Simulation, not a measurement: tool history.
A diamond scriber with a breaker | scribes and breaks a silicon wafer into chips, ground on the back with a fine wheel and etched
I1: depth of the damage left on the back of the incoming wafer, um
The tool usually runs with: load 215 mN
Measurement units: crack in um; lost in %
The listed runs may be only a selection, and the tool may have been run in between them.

Run 1, hour 0.0: usual settings; I1 0.53. Result: crack 10.81 um, lost 1.20 %.
Run 2, hour 39.9: usual settings; I1 0.42. Result: crack 10.56 um, lost 1.46 %.
At hour 91.5: load on the tip recalibrated.
Run 3, hour 152.7: usual settings but load 262 mN; I1 0.58. Result: crack 11.67 um, lost 0.98 %.
Run 4, hour 243.1: usual settings but load 262 mN; I1 0.45. Result: crack 11.93 um, lost 0.79 %.
Run 5, hour 325.5: usual settings; I1 0.71. Result: crack 10.65 um, lost 2.09 %.
Run 6, hour 381.4: usual settings but load 245 mN; I1 0.51. Result: crack 10.76 um, lost 1.02 %.
Run 7, hour 450.6: usual settings but load 245 mN; I1 0.67. Result: crack 10.85 um, lost 0.99 %.
Run 8, hour 556.3: usual settings but load 229 mN; I1 0.47. Result: crack 10.34 um, lost 1.67 %.
Run 9, hour 616.8: usual settings but load 229 mN; I1 0.58. Result: crack 10.25 um, lost 1.66 %.
At hour 646.7: load on the tip recalibrated.
At hour 814.8: diamond tip replaced by a new one.
Run 10, hour 851.0: usual settings; I1 0.79. Result: crack 11.18 um, lost 0.92 %.
Run 11, hour 957.5: usual settings; I1 0.37. Result: crack 11.30 um, lost 1.05 %.
Run 12, hour 1065.2: usual settings; I1 0.46. Result: crack 10.70 um, lost 1.62 %.
Run 13, hour 1123.8: usual settings; I1 0.36. Result: crack 10.65 um, lost 1.65 %.
At hour 1158.6: load on the tip recalibrated.
Run 14, hour 1169.0: usual settings but load 172 mN; I1 0.76. Result: crack 8.95 um, lost 5.85 %.
Run 15, hour 1216.4: usual settings but load 275 mN; I1 0.66. Result: crack 12.01 um, lost 1.04 %.
Run 16, hour 1299.6: usual settings; I1 0.76. Result: crack 10.19 um, lost 2.02 %.
Run 17, hour 1401.1: usual settings but load 161 mN; I1 0.53. Result: crack 8.37 um, lost 9.05 %.
Run 18, hour 1468.1: usual settings but load 195 mN; I1 0.39. Result: crack 9.77 um, lost 3.93 %.
Run 19, hour 1554.0: usual settings but load 254 mN; I1 0.75. Result: crack 11.29 um, lost 1.02 %.
At hour 1727.9: diamond tip replaced by a new one.
At hour 1780.6: load on the tip recalibrated.
Run 20, hour 1790.8: usual settings but load 156 mN; I1 0.64. Result: crack 8.90 um, lost 6.16 %.
Run 21, hour 1947.6: usual settings; I1 0.47. Result: crack 10.66 um, lost 1.45 %.
Run 22, hour 2037.5: usual settings but load 179 mN; I1 0.75. Result: crack 9.28 um, lost 5.85 %.
Run 23, hour 2291.9: usual settings but load 199 mN; I1 0.32. Result: crack 9.49 um, lost 4.30 %.
Run 24, hour 2376.3: usual settings but load 184 mN; I1 0.61. Result: crack 9.26 um, lost 5.79 %.

For each run, what was the tool's unlogged condition?
deviation of the load on the tip from its setpoint, %: 0 across all the runs
H1: share of the diamond tip's cutting effectiveness lost through wear, %
run    H1
  1  9.16
  2  10.3
  3  12.8
  4  14.3
  5  15.3
  6  15.9
  7  16.5
  8  17.2
  9  17.5
 10  3.24
 11  7.59
 12  10.8
 13  12.1
 14    13
 15  13.8
 16    15
 17  16.1
 18  16.6
 19  17.2
 20  5.76
 21  11.3
 22  13.4
 23  17.2
 24  17.9
